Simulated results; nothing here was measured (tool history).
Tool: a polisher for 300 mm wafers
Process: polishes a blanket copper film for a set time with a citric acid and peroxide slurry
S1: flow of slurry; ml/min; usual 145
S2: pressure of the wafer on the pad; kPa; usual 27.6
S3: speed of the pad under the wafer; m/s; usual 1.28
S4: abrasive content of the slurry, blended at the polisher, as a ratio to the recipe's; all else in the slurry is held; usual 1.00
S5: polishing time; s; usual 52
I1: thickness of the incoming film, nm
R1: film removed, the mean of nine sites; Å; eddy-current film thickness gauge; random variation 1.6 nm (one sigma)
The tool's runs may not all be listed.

{"run": 1, "hour": 0.0, "S1": 145, "S2": 27.6, "S3": 1.28, "S4": 1.0, "S5": 52, "I1": 708.0, "R1": 1623}
{"hour": 5.7, "done": "head pressure recalibrated"}
{"run": 2, "hour": 62.6, "S1": 145, "S2": 27.6, "S3": 1.28, "S4": 1.0, "S5": 52, "I1": 705.9, "R1": 1619}
{"run": 3, "hour": 147.7, "S1": 145, "S2": 27.6, "S3": 1.28, "S4": 1.0, "S5": 52, "I1": 699.6, "R1": 1609}
{"hour": 203.2, "done": "slurry blender recalibrated"}
{"run": 4, "hour": 212.5, "S1": 145, "S2": 27.6, "S3": 1.28, "S4": 1.0, "S5": 52, "I1": 703.8, "R1": 1565}
{"hour": 220.2, "done": "worn pad replaced by a new one"}
{"hour": 271.2, "done": "slurry nozzle cleaned"}
{"run": 5, "hour": 313.4, "S1": 145, "S2": 27.6, "S3": 1.28, "S4": 1.0, "S5": 52, "I1": 694.5, "R1": 1671}
{"run": 6, "hour": 418.1, "S1": 145, "S2": 27.6, "S3": 1.28, "S4": 1.0, "S5": 52, "I1": 695.1, "R1": 1582}
{"run": 7, "hour": 497.0, "S1": 145, "S2": 27.6, "S3": 1.28, "S4": 1.0, "S5": 52, "I1": 703.9, "R1": 1578}
{"run": 8, "hour": 538.4, "S1": 145, "S2": 27.6, "S3": 1.28, "S4": 1.0, "S5": 52, "I1": 703.6, "R1": 1571}
{"run": 9, "hour": 577.7, "S1": 145, "S2": 27.6, "S3": 1.12, "S4": 1.0, "S5": 52, "I1": 703.3, "R1": 1421}
{"run": 10, "hour": 670.7, "S1": 145, "S2": 27.6, "S3": 1.12, "S4": 1.0, "S5": 52, "I1": 703.1, "R1": 1425}
{"hour": 677.6, "done": "slurry blender recalibrated"}
{"run": 11, "hour": 725.0, "S1": 145, "S2": 27.6, "S3": 1.12, "S4": 1.0, "S5": 52, "I1": 701.7, "R1": 1411}
{"hour": 735.1, "done": "worn pad replaced by a new one"}
{"run": 12, "hour": 780.2, "S1": 145, "S2": 27.6, "S3": 1.28, "S4": 0.9, "S5": 52, "I1": 711.4, "R1": 1643}
{"hour": 782.1, "done": "slurry nozzle cleaned"}
{"hour": 835.3, "done": "head pressure recalibrated"}
{"run": 13, "hour": 896.5, "S1": 145, "S2": 34.5, "S3": 1.28, "S4": 1.0, "S5": 52, "I1": 697.5, "R1": 2004}
{"run": 14, "hour": 966.5, "S1": 145, "S2": 34.5, "S3": 1.28, "S4": 1.0, "S5": 52, "I1": 703.9, "R1": 2003}
{"hour": 1124.3, "done": "slurry blender recalibrated"}
{"run": 15, "hour": 1195.5, "S1": 180, "S2": 27.6, "S3": 1.42, "S4": 1.0, "S5": 68, "I1": 694.2, "R1": 2320}
{"hour": 1244.7, "done": "slurry nozzle cleaned"}
{"hour": 1256.1, "done": "worn pad replaced by a new one"}
{"run": 16, "hour": 1264.7, "S1": 120, "S2": 32.4, "S3": 1.28, "S4": 1.2, "S5": 37, "I1": 715.3, "R1": 1421}
{"run": 17, "hour": 1364.6, "S1": 145, "S2": 19.3, "S3": 1.02, "S4": 1.0, "S5": 52, "I1": 690.4, "R1": 991}
{"run": 18, "hour": 1471.7, "S1": 145, "S2": 27.6, "S3": 1.28, "S4": 1.0, "S5": 52, "I1": 707.8, "R1": 1600}
{"run": 19, "hour": 1542.5, "S1": 145, "S2": 27.6, "S3": 1.0, "S4": 1.0, "S5": 58, "I1": 695.4, "R1": 1476}
{"hour": 1575.7, "done": "head pressure recalibrated"}
{"run": 20, "hour": 1594.6, "S1": 190, "S2": 22.1, "S3": 1.28, "S4": 0.75, "S5": 36, "I1": 706.6, "R1": 883}
{"hour": 1637.6, "done": "slurry blender recalibrated"}
{"hour": 1667.9, "done": "slurry nozzle cleaned"}
{"run": 21, "hour": 1668.4, "S1": 190, "S2": 22.1, "S3": 1.28, "S4": 0.75, "S5": 36, "I1": 703.6, "R1": 870}
{"hour": 1678.0, "done": "worn pad replaced by a new one"}
{"run": 22, "hour": 1772.4, "S1": 145, "S2": 27.6, "S3": 1.12, "S4": 1.15, "S5": 44, "I1": 702.2, "R1": 1290}
{"run": 23, "hour": 1811.8, "S1": 170, "S2": 27.6, "S3": 1.08, "S4": 0.9, "S5": 65, "I1": 693.1, "R1": 1805}
{"run": 24, "hour": 1873.7, "S1": 145, "S2": 27.6, "S3": 1.28, "S4": 1.0, "S5": 52, "I1": 711.2, "R1": 1596}
{"run": 25, "hour": 1980.8, "S1": 145, "S2": 27.6, "S3": 1.28, "S4": 1.0, "S5": 52, "I1": 701.0, "R1": 1620}
{"run": 26, "hour": 2031.1, "S1": 185, "S2": 20.0, "S3": 1.28, "S4": 0.85, "S5": 69, "I1": 690.5, "R1": 1572}
{"hour": 2127.2, "done": "slurry nozzle cleaned"}
{"hour": 2161.8, "done": "slurry blender recalibrated"}
{"run": 27, "hour": 2176.6, "S1": 165, "S2": 27.6, "S3": 1.28, "S4": 0.75, "S5": 52, "I1": 710.0, "R1": 1525}
{"hour": 2194.3, "done": "worn pad replaced by a new one"}
{"run": 28, "hour": 2236.7, "S1": 160, "S2": 30.3, "S3": 1.28, "S4": 1.0, "S5": 36, "I1": 701.7, "R1": 1286}
{"run": 29, "hour": 2301.7, "S1": 190, "S2": 22.1, "S3": 1.28, "S4": 0.75, "S5": 36, "I1": 702.3, "R1": 912}

Forecast each of these 3 alternatives for the next run:
{"run": "A", "hour": 2302.1, "S1": 145, "S2": 27.6, "S3": 1.28, "S4": 1.0, "S5": 52, "I1": 708.2, "R1": "?"}
{"run": "B", "hour": 2302.1, "S1": 145, "S2": 27.6, "S3": 1.52, "S4": 1.2, "S5": 52, "I1": 708.2, "R1": "?"}
{"run": "C", "hour": 2302.1, "S1": 145, "S2": 18.6, "S3": 1.56, "S4": 1.0, "S5": 62, "I1": 708.2, "R1": "?"}

run=A R1=1626
run=B R1=1957
run=C R1=1591
Without the tool's hidden state the same runs would have given:
run=A R1=1710
run=B R1=2058
run=C R1=1673

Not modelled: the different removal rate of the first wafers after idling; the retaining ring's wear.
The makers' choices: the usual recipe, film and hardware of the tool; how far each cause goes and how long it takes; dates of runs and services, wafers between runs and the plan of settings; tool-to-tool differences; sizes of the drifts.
